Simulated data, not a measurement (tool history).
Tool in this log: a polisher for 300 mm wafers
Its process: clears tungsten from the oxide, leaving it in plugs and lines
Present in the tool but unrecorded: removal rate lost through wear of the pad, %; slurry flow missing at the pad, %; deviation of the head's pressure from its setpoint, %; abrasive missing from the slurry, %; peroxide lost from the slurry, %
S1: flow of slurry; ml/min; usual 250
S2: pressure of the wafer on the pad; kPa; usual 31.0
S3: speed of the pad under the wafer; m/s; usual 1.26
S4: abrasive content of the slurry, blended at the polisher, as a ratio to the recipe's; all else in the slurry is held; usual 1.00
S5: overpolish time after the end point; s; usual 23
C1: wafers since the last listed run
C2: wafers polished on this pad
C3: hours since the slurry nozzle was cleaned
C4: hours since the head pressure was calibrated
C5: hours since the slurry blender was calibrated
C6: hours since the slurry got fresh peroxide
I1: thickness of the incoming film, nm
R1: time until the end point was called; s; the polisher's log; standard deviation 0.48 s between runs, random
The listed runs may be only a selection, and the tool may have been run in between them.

Run 1, hour 0.0: usual settings but S3 1.04 m/s; C1 0; C2 784; C3 413.5; C4 352.4; C5 159.8; C6 225.1; I1 263.9. Result: R1 39.4 s.
Run 2, hour 50.6: usual settings; C1 747; C2 1531; C3 464.1; C4 403.0; C5 210.4; C6 275.7; I1 261.9. Result: R1 33.3 s.
Run 3, hour 156.0: usual settings; C1 1556; C2 3087; C3 569.5; C4 508.4; C5 315.8; C6 381.1; I1 260.3. Result: R1 33.4 s.
At hour 196.8: head pressure recalibrated.
Run 4, hour 221.5: usual settings; C1 937; C2 4025; C3 635.0; C4 24.7; C5 381.3; C6 446.6; I1 258.1. Result: R1 33.3 s.
At hour 241.0: slurry tank refilled with fresh slurry and peroxide.
Run 5, hour 274.8: usual settings; C1 772; C2 4797; C3 688.3; C4 78.0; C5 434.6; C6 33.8; I1 260.9. Result: R1 33.5 s.
Run 6, hour 344.2: usual settings; C1 1024; C2 5821; C3 757.7; C4 147.4; C5 504.0; C6 103.2; I1 260.3. Result: R1 33.7 s.
Run 7, hour 393.2: usual settings; C1 723; C2 6545; C3 806.7; C4 196.4; C5 553.0; C6 152.2; I1 261.6. Result: R1 33.4 s.
At hour 400.5: slurry blender recalibrated.
Run 8, hour 450.4: usual settings; C1 814; C2 7360; C3 863.9; C4 253.6; C5 49.9; C6 209.4; I1 263.1. Result: R1 34.8 s.
At hour 461.5: worn pad replaced by a new one.
At hour 466.2: slurry nozzle cleaned.
Run 9, hour 493.6: usual settings; C1 563; C2 458; C3 27.4; C4 296.8; C5 93.1; C6 252.6; I1 256.2. Result: R1 32.6 s.
Run 10, hour 583.1: usual settings but S1 220 ml/min, S4 0.85, S5 30 s; C1 1321; C2 1780; C3 116.9; C4 386.3; C5 182.6; C6 342.1; I1 261.1. Result: R1 36.3 s.
Run 11, hour 647.6: usual settings but S3 1.54 m/s; C1 952; C2 2732; C3 181.4; C4 450.8; C5 247.1; C6 406.6; I1 257.5. Result: R1 27.8 s.
At hour 694.8: head pressure recalibrated.
Run 12, hour 736.1: usual settings but S1 290 ml/min, S3 0.98 m/s, S4 1.20, S5 16 s; C1 1277; C2 4009; C3 269.9; C4 41.3; C5 335.6; C6 495.1; I1 258.0. Result: R1 38.7 s.
At hour 749.3: slurry tank refilled with fresh slurry and peroxide.
Run 13, hour 797.3: usual settings but S1 320 ml/min, S2 28.3 kPa, S3 1.12 m/s, S5 11 s; C1 888; C2 4898; C3 331.1; C4 102.5; C5 396.8; C6 48.0; I1 257.4. Result: R1 37.3 s.
At hour 844.5: slurry blender recalibrated.
Run 14, hour 872.3: usual settings; C1 1077; C2 5975; C3 406.1; C4 177.5; C5 27.8; C6 123.0; I1 257.4. Result: R1 33.3 s.
Run 15, hour 936.4: usual settings but S4 0.85; C1 946; C2 6922; C3 470.2; C4 241.6; C5 91.9; C6 187.1; I1 260.0. Result: R1 35.3 s.
At hour 948.7: worn pad replaced by a new one.
Run 16, hour 1025.6: usual settings but S3 1.46 m/s, S4 1.10, S5 18 s; C1 1257; C2 1134; C3 559.4; C4 330.8; C5 181.1; C6 276.3; I1 260.7. Result: R1 28.3 s.
Run 17, hour 1125.2: usual settings but S1 310 ml/min, S2 35.9 kPa, S4 0.90; C1 1470; C2 2605; C3 659.0; C4 430.4; C5 280.7; C6 375.9; I1 264.7. Result: R1 31.1 s.

Run 18 comes next. What will it give?
At hour 1205.4: slurry nozzle cleaned.
At hour 1208.4: head pressure recalibrated.
Run 18, hour 1225.5: usual settings but S2 36.5 kPa, S4 1.25, S5 29 s; C1 1436; C2 4041; C3 20.1; C4 17.1; C5 381.0; C6 476.2; I1 259.1. Result: R1 ?.

{"run 18": {"R1": 27.8}}
Were there no unlogged condition in the tool, this run, its random variation unchanged, would have produced R1 27.8 s.

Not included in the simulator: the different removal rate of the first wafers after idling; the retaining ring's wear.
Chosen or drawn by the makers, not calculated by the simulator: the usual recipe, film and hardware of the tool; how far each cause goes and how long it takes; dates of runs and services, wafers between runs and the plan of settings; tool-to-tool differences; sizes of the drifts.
